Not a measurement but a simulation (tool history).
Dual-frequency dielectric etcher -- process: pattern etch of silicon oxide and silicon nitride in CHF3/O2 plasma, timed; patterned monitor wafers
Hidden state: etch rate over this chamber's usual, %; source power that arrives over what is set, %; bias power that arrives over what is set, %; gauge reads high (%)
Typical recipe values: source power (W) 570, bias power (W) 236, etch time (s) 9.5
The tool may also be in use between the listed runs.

| run | hour | source power (W) | bias power (W) | etch time (s) | wafers since the last listed run | hours since the last wet clean | hours since the last source power generator calibration | hours since the last bias power generator calibration | hours since the last upper electrode change | hours since the gauge calibration | read-back reference wafer on the same gauge, depth_nm | mean etch depth across the wafer (Å) |
|---|---|---|---|---|---|---|---|---|---|---|---|---|
| 1 | 0.0 | 470 | 236 | 9.5 | 0 | 135.0 | 1543.1 | 4711.0 | 2285.8 | 353.2 | 16.91 | 144.7 |
| 2 | 26.4 | 470 | 236 | 9.5 | 558 | 161.4 | 1569.5 | 4737.4 | 2312.2 | 379.6 | 16.90 | 144.6 |
| 3 | 40.5 | 540 | 236 | 9.5 | 298 | 175.5 | 1583.6 | 4751.5 | 2326.3 | 393.7 | 16.91 | 154.0 |
| 4 | 54.6 | 540 | 236 | 9.5 | 298 | 189.6 | 1597.7 | 4765.6 | 2340.4 | 407.8 | 16.90 | 154.9 |
| 5 | 70.0 | 540 | 236 | 9.5 | 325 | 205.0 | 1613.1 | 4781.0 | 2355.8 | 423.2 | 16.90 | 154.1 |
|  | 78.5 | bias power generator calibrated |
| 6 | 95.4 | 570 | 236 | 7.5 | 452 | 230.4 | 1638.5 | 16.9 | 2381.2 | 448.6 | 16.91 | 125.0 |
| 7 | 111.7 | 570 | 236 | 7.5 | 344 | 246.7 | 1654.8 | 33.2 | 2397.5 | 464.9 | 16.90 | 124.8 |
| 8 | 130.9 | 570 | 236 | 7.5 | 405 | 265.9 | 1674.0 | 52.4 | 2416.7 | 484.1 | 16.89 | 125.4 |
| 9 | 144.4 | 570 | 236 | 8.0 | 285 | 279.4 | 1687.5 | 65.9 | 2430.2 | 497.6 | 16.90 | 133.1 |
| 10 | 167.0 | 570 | 236 | 8.0 | 477 | 302.0 | 1710.1 | 88.5 | 2452.8 | 520.2 | 16.90 | 134.0 |
|  | 202.1 | wet clean of the chamber |
|  | 214.0 | upper electrode replaced, of another model than before |
| 11 | 214.5 | 570 | 236 | 9.5 | 246 | 12.4 | 1757.6 | 136.0 | 0.5 | 567.7 | 16.90 | 157.5 |
| 12 | 214.8 | 570 | 236 | 9.5 | 6 | 12.7 | 1757.9 | 136.3 | 0.8 | 568.0 | 16.89 | 157.0 |
| 13 | 233.2 | 520 | 276 | 10.5 | 389 | 31.1 | 1776.3 | 154.7 | 19.2 | 586.4 | 16.90 | 168.4 |
|  | 237.9 | gauge calibrated |
| 14 | 252.2 | 570 | 256 | 9.5 | 401 | 50.1 | 1795.3 | 173.7 | 38.2 | 14.3 | 16.91 | 160.7 |
| 15 | 284.2 | 650 | 236 | 9.5 | 676 | 82.1 | 1827.3 | 205.7 | 70.2 | 46.3 | 16.91 | 173.0 |
| 16 | 302.3 | 530 | 185 | 8.5 | 382 | 100.2 | 1845.4 | 223.8 | 88.3 | 64.4 | 16.91 | 126.6 |
|  | 312.2 | source power generator calibrated |
| 17 | 325.8 | 450 | 236 | 7.5 | 412 | 123.7 | 13.6 | 247.3 | 111.8 | 87.9 | 16.90 | 102.0 |
| 18 | 347.7 | 480 | 203 | 9.5 | 463 | 145.6 | 35.5 | 269.2 | 133.7 | 109.8 | 16.89 | 132.9 |
| 19 | 379.6 | 520 | 203 | 6.5 | 674 | 177.5 | 67.4 | 301.1 | 165.6 | 141.7 | 16.91 | 98.3 |
| 20 | 401.8 | 570 | 236 | 9.5 | 469 | 199.7 | 89.6 | 323.3 | 187.8 | 163.9 | 16.91 | 160.4 |
| 21 | 425.3 | 570 | 184 | 7.0 | 496 | 223.2 | 113.1 | 346.8 | 211.3 | 187.4 | 16.90 | 111.2 |
| 22 | 459.5 | 570 | 236 | 9.5 | 723 | 257.4 | 147.3 | 381.0 | 245.5 | 221.6 | 16.90 | 160.1 |
| 23 | 472.4 | 650 | 260 | 11.5 | 272 | 270.3 | 160.2 | 393.9 | 258.4 | 234.5 | 16.90 | 217.6 |
| 24 | 488.6 | 570 | 275 | 9.5 | 342 | 286.5 | 176.4 | 410.1 | 274.6 | 250.7 | 16.90 | 166.3 |
| 25 | 508.6 | 570 | 236 | 9.5 | 422 | 306.5 | 196.4 | 430.1 | 294.6 | 270.7 | 16.90 | 160.7 |
|  | 538.2 | wet clean of the chamber |
| 26 | 542.0 | 660 | 236 | 12.5 | 198 | 3.8 | 229.8 | 463.5 | 328.0 | 304.1 | 16.91 | 225.7 |
| 27 | 556.7 | 610 | 287 | 9.5 | 310 | 18.5 | 244.5 | 478.2 | 342.7 | 318.8 | 16.90 | 171.8 |
| 28 | 577.0 | 530 | 279 | 11.0 | 429 | 38.8 | 264.8 | 498.5 | 363.0 | 339.1 | 16.90 | 178.1 |
| 29 | 609.9 | 520 | 216 | 7.0 | 695 | 71.7 | 297.7 | 531.4 | 395.9 | 372.0 | 16.91 | 105.0 |
| 30 | 642.8 | 570 | 236 | 9.5 | 695 | 104.6 | 330.6 | 564.3 | 428.8 | 404.9 | 16.90 | 156.6 |
| 31 | 657.4 | 660 | 290 | 11.0 | 308 | 119.2 | 345.2 | 578.9 | 443.4 | 419.5 | 16.91 | 213.0 |

How would selected steps in mean etch depth across the wafer (Å) from run to run divide? Give the signed amount a tool lacking its hidden state would still show from settings, what came in and random variation, and the signed amount left for the hidden state, including any gauge scatter that is not in both of the compared results.
Run 10 -> 11: etch time (s) 8.0 -> 9.5, wet clean of the chamber, upper electrode replaced, of another model than before. mean etch depth across the wafer (Å) +23.5: hidden state -1.7, all else +25.2.
Run 19 -> 20: source power (W) 520 -> 570, bias power (W) 203 -> 236, etch time (s) 6.5 -> 9.5. mean etch depth across the wafer (Å) +62.1: hidden state +1.7, all else +60.4.
Run 22 -> 23: source power (W) 570 -> 650, bias power (W) 236 -> 260, etch time (s) 9.5 -> 11.5. mean etch depth across the wafer (Å) +57.5: hidden state +1.9, all else +55.6.
Run 25 -> 26: source power (W) 570 -> 660, etch time (s) 9.5 -> 12.5, wet clean of the chamber. mean etch depth across the wafer (Å) +65.0: hidden state -5.3, all else +70.3.
Run 28 -> 29: source power (W) 530 -> 520, bias power (W) 279 -> 216, etch time (s) 11.0 -> 7.0. mean etch depth across the wafer (Å) -73.1: hidden state +0.1, all else -73.2.
